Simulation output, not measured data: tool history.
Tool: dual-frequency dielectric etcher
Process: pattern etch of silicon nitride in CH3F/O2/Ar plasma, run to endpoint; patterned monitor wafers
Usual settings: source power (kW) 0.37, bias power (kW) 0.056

| run | hour | source power (kW) | bias power (kW) | wafers since the last listed run | hours since the last wet clean | hours since the last source power generator calibration | hours since the last bias power generator calibration | hours since the last upper electrode change | incoming incoming film thickness, nm | endpoint time (s) |
|---|---|---|---|---|---|---|---|---|---|---|
| 1 | 0 | 0.37 | 0.061 | 0 | 168.4 | 4127.1 | 2749.8 | 1729.2 | 38.35 | 62.2 |
| 2 | 11.7 | 0.37 | 0.061 | 135 | 180.1 | 4138.8 | 2761.5 | 1740.9 | 38.19 | 61.2 |
| 3 | 18.8 | 0.37 | 0.061 | 82 | 187.2 | 4145.9 | 2768.6 | 1748 | 38.73 | 62.8 |
| 4 | 26.9 | 0.33 | 0.056 | 93 | 195.3 | 4154 | 2776.7 | 1756.1 | 38.41 | 66.6 |
| 5 | 35.9 | 0.33 | 0.056 | 104 | 204.3 | 4163 | 2785.7 | 1765.1 | 38.14 | 66.5 |
| 6 | 47.4 | 0.33 | 0.056 | 133 | 215.8 | 4174.5 | 2797.2 | 1776.6 | 38.48 | 66.6 |
| 7 | 58.9 | 0.31 | 0.051 | 133 | 227.3 | 4186 | 2808.7 | 1788.1 | 37.97 | 69.8 |
| 8 | 73.7 | 0.37 | 0.049 | 171 | 242.1 | 4200.8 | 2823.5 | 1802.9 | 38.56 | 66.3 |
| 9 | 88.6 | 0.37 | 0.049 | 172 | 257 | 4215.7 | 2838.4 | 1817.8 | 38.2 | 66 |
| 10 | 98.6 | 0.37 | 0.056 | 115 | 267 | 4225.7 | 2848.4 | 1827.8 | 38.06 | 62.8 |
| 11 | 105 | 0.31 | 0.066 | 74 | 273.4 | 4232.1 | 2854.8 | 1834.2 | 38.34 | 64.4 |
| 12 | 116.6 | 0.31 | 0.066 | 134 | 285 | 4243.7 | 2866.4 | 1845.8 | 38.61 | 64 |
| 13 | 124.6 | 0.31 | 0.066 | 92 | 293 | 4251.7 | 2874.4 | 1853.8 | 37.81 | 63.9 |
|  | 135.4 | bias power generator calibrated |
|  | 139.3 | source power generator calibrated |
| 14 | 139.8 | 0.37 | 0.056 | 84 | 308.2 | 0.5 | 4.4 | 1869 | 38.04 | 62.1 |
| 15 | 140.6 | 0.37 | 0.056 | 9 | 309 | 1.3 | 5.2 | 1869.8 | 38.5 | 62.7 |
| 16 | 157.1 | 0.35 | 0.056 | 191 | 325.5 | 17.8 | 21.7 | 1886.3 | 38.37 | 64.5 |
| 17 | 172.5 | 0.35 | 0.056 | 178 | 340.9 | 33.2 | 37.1 | 1901.7 | 38.27 | 63.8 |
| 18 | 179.4 | 0.42 | 0.044 | 79 | 347.8 | 40.1 | 44 | 1908.6 | 38.13 | 63.7 |
| 19 | 190.5 | 0.33 | 0.067 | 128 | 358.9 | 51.2 | 55.1 | 1919.7 | 38.24 | 62.1 |
| 20 | 201.8 | 0.43 | 0.051 | 130 | 370.2 | 62.5 | 66.4 | 1931 | 38.39 | 61.2 |
|  | 239.4 | wet clean of the chamber |
|  | 246 | upper electrode replaced |
| 21 | 246.5 | 0.37 | 0.056 | 163 | 7.1 | 107.2 | 111.1 | 0.5 | 38.17 | 64.2 |
| 22 | 246.8 | 0.29 | 0.056 | 3 | 7.4 | 107.5 | 111.4 | 0.8 | 38.47 | 72.9 |
| 23 | 247.2 | 0.4 | 0.067 | 4 | 7.8 | 107.9 | 111.8 | 1.2 | 38.14 | 58.6 |
| 24 | 257.5 | 0.37 | 0.06 | 119 | 18.1 | 118.2 | 122.1 | 11.5 | 38 | 62 |
| 25 | 274.4 | 0.37 | 0.049 | 195 | 35 | 135.1 | 139 | 28.4 | 38.15 | 67.4 |
| 26 | 285.9 | 0.46 | 0.069 | 133 | 46.5 | 146.6 | 150.5 | 39.9 | 38.22 | 55.7 |
| 27 | 300.3 | 0.28 | 0.061 | 166 | 60.9 | 161 | 164.9 | 54.3 | 38.87 | 71.8 |
| 28 | 309.1 | 0.37 | 0.046 | 101 | 69.7 | 169.8 | 173.7 | 63.1 | 38.12 | 67.5 |
| 29 | 316.3 | 0.37 | 0.07 | 83 | 76.9 | 177 | 180.9 | 70.3 | 38.09 | 58.8 |
| 30 | 326 | 0.44 | 0.064 | 112 | 86.6 | 186.7 | 190.6 | 80 | 38.18 | 56.9 |
| 31 | 335 | 0.44 | 0.064 | 104 | 95.6 | 195.7 | 199.6 | 89 | 37.99 | 56.5 |
| 32 | 349.6 | 0.41 | 0.052 | 169 | 110.2 | 210.3 | 214.2 | 103.6 | 38.39 | 63.4 |
| 33 | 356.3 | 0.41 | 0.063 | 77 | 116.9 | 217 | 220.9 | 110.3 | 38.35 | 59.4 |
| 34 | 372.9 | 0.41 | 0.044 | 192 | 133.5 | 233.6 | 237.5 | 126.9 | 38.05 | 65.3 |

The tool's hidden state at each run:
source power that arrives over what is set, %: 0 in every run
bias power that arrives over what is set, %: 0 in every run
H1: etch rate over this chamber's usual, %
| run | H1 |
|---|---|
| 1 | 1.63 |
| 2 | 1.72 |
| 3 | 1.78 |
| 4 | 1.84 |
| 5 | 1.92 |
| 6 | 2.01 |
| 7 | 2.1 |
| 8 | 2.22 |
| 9 | 2.34 |
| 10 | 2.42 |
| 11 | 2.47 |
| 12 | 2.57 |
| 13 | 2.63 |
| 14 | 2.75 |
| 15 | 2.76 |
| 16 | 2.89 |
| 17 | 3.01 |
| 18 | 3.07 |
| 19 | 3.16 |
| 20 | 3.25 |
| 21 | 0.0997 |
| 22 | 0.102 |
| 23 | 0.105 |
| 24 | 0.188 |
| 25 | 0.324 |
| 26 | 0.416 |
| 27 | 0.532 |
| 28 | 0.603 |
| 29 | 0.661 |
| 30 | 0.739 |
| 31 | 0.811 |
| 32 | 0.928 |
| 33 | 0.982 |
| 34 | 1.12 |
